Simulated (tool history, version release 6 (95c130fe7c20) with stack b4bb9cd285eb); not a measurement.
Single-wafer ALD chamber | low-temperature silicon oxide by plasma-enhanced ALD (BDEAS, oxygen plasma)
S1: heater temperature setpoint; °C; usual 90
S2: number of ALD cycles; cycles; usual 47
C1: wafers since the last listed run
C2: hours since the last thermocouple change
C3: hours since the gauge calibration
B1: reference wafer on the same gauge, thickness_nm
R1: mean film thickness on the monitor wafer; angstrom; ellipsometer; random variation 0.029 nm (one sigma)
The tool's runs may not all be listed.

run,hour,S1,S2,C1,C2,C3,B1,R1
1,0,90,47,0,1236.6,1122.8,6.527,64.71
2,102.8,90,47,622,1339.4,1225.6,6.518,64.24
3,157.1,90,47,328,1393.7,1279.9,6.514,64.3
4,251.7,90,47,572,1488.3,1374.5,6.495,63.98
5,341,90,47,540,1577.6,1463.8,6.475,64.16
6,447.9,90,47,646,1684.5,1570.7,6.467,63.63
7,508,90,47,363,1744.6,1630.8,6.447,64.35
8,569.1,79,44,369,1805.7,1691.9,6.429,62.75
9,672.5,79,44,625,1909.1,1795.3,6.42,62.45
10,739.9,79,44,407,1976.5,1862.7,6.426,62.15
11,794,80,47,327,2030.6,1916.8,6.416,65.64
12,877.6,80,47,505,2114.2,2000.4,6.392,66
13,939.4,90,47,373,2176,2062.2,6.394,63.18
# hour 1006: gauge calibrated
14,1008.2,102,44,416,2244.8,2.2,6.755,60.16
# hour 1033.9: thermocouple changed; heater temperature recalibrated
15,1086.7,102,56,426,52.8,80.7,6.754,76.4
16,1164.3,104,56,469,130.4,158.3,6.741,76.19
17,1217.5,98,56,321,183.6,211.5,6.735,77.19
18,1262.4,90,47,271,228.5,256.4,6.724,67
19,1362.8,90,40,607,328.9,356.8,6.712,56.66
20,1420.6,90,47,349,386.7,414.6,6.708,66.08
21,1492.9,90,40,437,459,486.9,6.692,56.26
22,1558.7,90,47,398,524.8,552.7,6.681,66.33
23,1595.8,97,55,224,561.9,589.8,6.675,75.1
24,1693.5,90,47,591,659.6,687.5,6.657,66.28
25,1754.9,96,47,371,721,748.9,6.667,64.48
26,1827.3,79,44,438,793.4,821.3,6.636,64.39
27,1894.2,101,38,404,860.3,888.2,6.616,50.91

Hidden state or all else? Some run-to-run changes of R1, split into what the settings, what came in and random variation would give without the hidden state, and what is left for the hidden state (with any gauge scatter that isn't in both results):
The hidden state here: wafer temperature above the value expected at the setpoint (K); gauge reads high (%).
Run 10 -> 11: S1 79 -> 80, S2 44 -> 47. R1 +3.49 angstrom: hidden state -0.28, all else +3.77.
Run 13 -> 14: S1 90 -> 102, S2 47 -> 44, gauge calibrated. R1 -3.02 angstrom: hidden state +3.81, all else -6.83.
Run 14 -> 15: S2 44 -> 56, thermocouple changed; heater temperature recalibrated. R1 +16.24 angstrom: hidden state -0.1, all else +16.34.
Run 26 -> 27: S1 79 -> 101, S2 44 -> 38. R1 -13.48 angstrom: hidden state +0.15, all else -13.63.
